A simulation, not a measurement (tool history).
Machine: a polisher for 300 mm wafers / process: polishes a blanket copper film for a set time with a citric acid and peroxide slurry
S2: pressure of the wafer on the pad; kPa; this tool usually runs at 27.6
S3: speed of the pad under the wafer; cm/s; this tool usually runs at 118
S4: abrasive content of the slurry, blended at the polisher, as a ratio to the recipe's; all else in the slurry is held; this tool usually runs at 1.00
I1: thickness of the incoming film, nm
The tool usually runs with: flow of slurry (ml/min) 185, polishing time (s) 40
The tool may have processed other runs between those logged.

run 1 day=0.000 | flow_of_slurry_(ml/min)=185 S2=27.6 S3=118 S4=1.00 polishing_time_(s)=48 | I1=1144.6 | film_removed_(Å)=1559
-- day=1.650 head pressure recalibrated
-- day=2.300 slurry nozzle cleaned
run 2 day=2.933 | flow_of_slurry_(ml/min)=185 S2=27.6 S3=118 S4=1.00 polishing_time_(s)=48 | I1=1146.1 | film_removed_(Å)=1486
run 3 day=5.879 | flow_of_slurry_(ml/min)=185 S2=27.6 S3=118 S4=1.00 polishing_time_(s)=29 | I1=1151.5 | film_removed_(Å)=907
-- day=7.917 slurry blender recalibrated
run 4 day=9.475 | flow_of_slurry_(ml/min)=185 S2=27.6 S3=118 S4=0.85 polishing_time_(s)=40 | I1=1139.7 | film_removed_(Å)=1210
run 5 day=11.038 | flow_of_slurry_(ml/min)=185 S2=27.6 S3=118 S4=0.85 polishing_time_(s)=40 | I1=1157.9 | film_removed_(Å)=1210
run 6 day=15.092 | flow_of_slurry_(ml/min)=185 S2=27.6 S3=148 S4=1.00 polishing_time_(s)=40 | I1=1171.7 | film_removed_(Å)=1540
-- day=15.454 worn pad replaced by a new one
run 7 day=16.667 | flow_of_slurry_(ml/min)=185 S2=27.6 S3=148 S4=1.00 polishing_time_(s)=40 | I1=1152.6 | film_removed_(Å)=1651
run 8 day=19.083 | flow_of_slurry_(ml/min)=185 S2=27.6 S3=118 S4=1.00 polishing_time_(s)=40 | I1=1168.9 | film_removed_(Å)=1326
-- day=22.188 head pressure recalibrated
run 9 day=23.454 | flow_of_slurry_(ml/min)=185 S2=24.8 S3=118 S4=1.10 polishing_time_(s)=40 | I1=1144.5 | film_removed_(Å)=1166
-- day=24.721 slurry nozzle cleaned
run 10 day=27.058 | flow_of_slurry_(ml/min)=185 S2=24.8 S3=118 S4=1.10 polishing_time_(s)=40 | I1=1134.9 | film_removed_(Å)=1162
-- day=28.375 slurry blender recalibrated
run 11 day=31.138 | flow_of_slurry_(ml/min)=185 S2=24.8 S3=118 S4=1.10 polishing_time_(s)=40 | I1=1138.1 | film_removed_(Å)=1147
run 12 day=33.517 | flow_of_slurry_(ml/min)=185 S2=27.6 S3=118 S4=1.10 polishing_time_(s)=34 | I1=1154.4 | film_removed_(Å)=1076
run 13 day=37.604 | flow_of_slurry_(ml/min)=185 S2=27.6 S3=118 S4=1.10 polishing_time_(s)=34 | I1=1154.2 | film_removed_(Å)=1081
-- day=37.950 worn pad replaced by a new one
run 14 day=41.150 | flow_of_slurry_(ml/min)=185 S2=27.6 S3=118 S4=1.10 polishing_time_(s)=34 | I1=1165.7 | film_removed_(Å)=1181
-- day=41.521 head pressure recalibrated
run 15 day=43.408 | flow_of_slurry_(ml/min)=185 S2=31.0 S3=92 S4=1.10 polishing_time_(s)=32 | I1=1159.3 | film_removed_(Å)=899
run 16 day=46.642 | flow_of_slurry_(ml/min)=165 S2=33.1 S3=118 S4=1.20 polishing_time_(s)=32 | I1=1127.0 | film_removed_(Å)=1237
-- day=47.067 slurry nozzle cleaned
-- day=50.262 slurry blender recalibrated
run 17 day=51.017 | flow_of_slurry_(ml/min)=185 S2=24.8 S3=118 S4=1.10 polishing_time_(s)=40 | I1=1163.1 | film_removed_(Å)=1143
run 18 day=54.062 | flow_of_slurry_(ml/min)=185 S2=27.6 S3=134 S4=1.15 polishing_time_(s)=32 | I1=1145.9 | film_removed_(Å)=1160
run 19 day=58.388 | flow_of_slurry_(ml/min)=185 S2=27.6 S3=118 S4=1.00 polishing_time_(s)=40 | I1=1126.7 | film_removed_(Å)=1250
-- day=59.312 worn pad replaced by a new one
run 20 day=59.996 | flow_of_slurry_(ml/min)=140 S2=27.6 S3=152 S4=1.20 polishing_time_(s)=29 | I1=1152.3 | film_removed_(Å)=1253
run 21 day=61.654 | flow_of_slurry_(ml/min)=185 S2=27.6 S3=118 S4=0.75 polishing_time_(s)=40 | I1=1133.8 | film_removed_(Å)=1300
-- day=63.321 head pressure recalibrated
run 22 day=64.846 | flow_of_slurry_(ml/min)=185 S2=20.7 S3=148 S4=1.00 polishing_time_(s)=40 | I1=1152.4 | film_removed_(Å)=1200
run 23 day=66.808 | flow_of_slurry_(ml/min)=185 S2=27.6 S3=118 S4=1.00 polishing_time_(s)=40 | I1=1155.3 | film_removed_(Å)=1273
-- day=67.842 slurry nozzle cleaned
-- day=68.917 slurry blender recalibrated
run 24 day=69.754 | flow_of_slurry_(ml/min)=185 S2=24.8 S3=118 S4=1.10 polishing_time_(s)=40 | I1=1160.5 | film_removed_(Å)=1164
-- day=78.575 worn pad replaced by a new one
-- day=82.621 head pressure recalibrated
run 25 day=82.900 | flow_of_slurry_(ml/min)=185 S2=27.6 S3=86 S4=1.00 polishing_time_(s)=33 | I1=1153.9 | film_removed_(Å)=758
run 26 day=85.958 | flow_of_slurry_(ml/min)=185 S2=27.6 S3=118 S4=1.00 polishing_time_(s)=40 | I1=1156.5 | film_removed_(Å)=1259
-- day=87.646 slurry blender recalibrated
run 27 day=88.208 | flow_of_slurry_(ml/min)=185 S2=31.0 S3=118 S4=1.00 polishing_time_(s)=40 | I1=1159.9 | film_removed_(Å)=1399
-- day=89.708 slurry nozzle cleaned
run 28 day=90.175 | flow_of_slurry_(ml/min)=185 S2=27.6 S3=138 S4=1.20 polishing_time_(s)=40 | I1=1172.7 | film_removed_(Å)=1507

Forecast run 29:
run 29 day=94.142 | flow_of_slurry_(ml/min)=185 S2=27.6 S3=118 S4=1.00 polishing_time_(s)=40 | I1=1156.7 | film_removed_(Å)=?

{"run 29": {"film removed (Å)": 1246}}
Had the tool carried no hidden state, the very same run would have given film removed (Å) 1275.
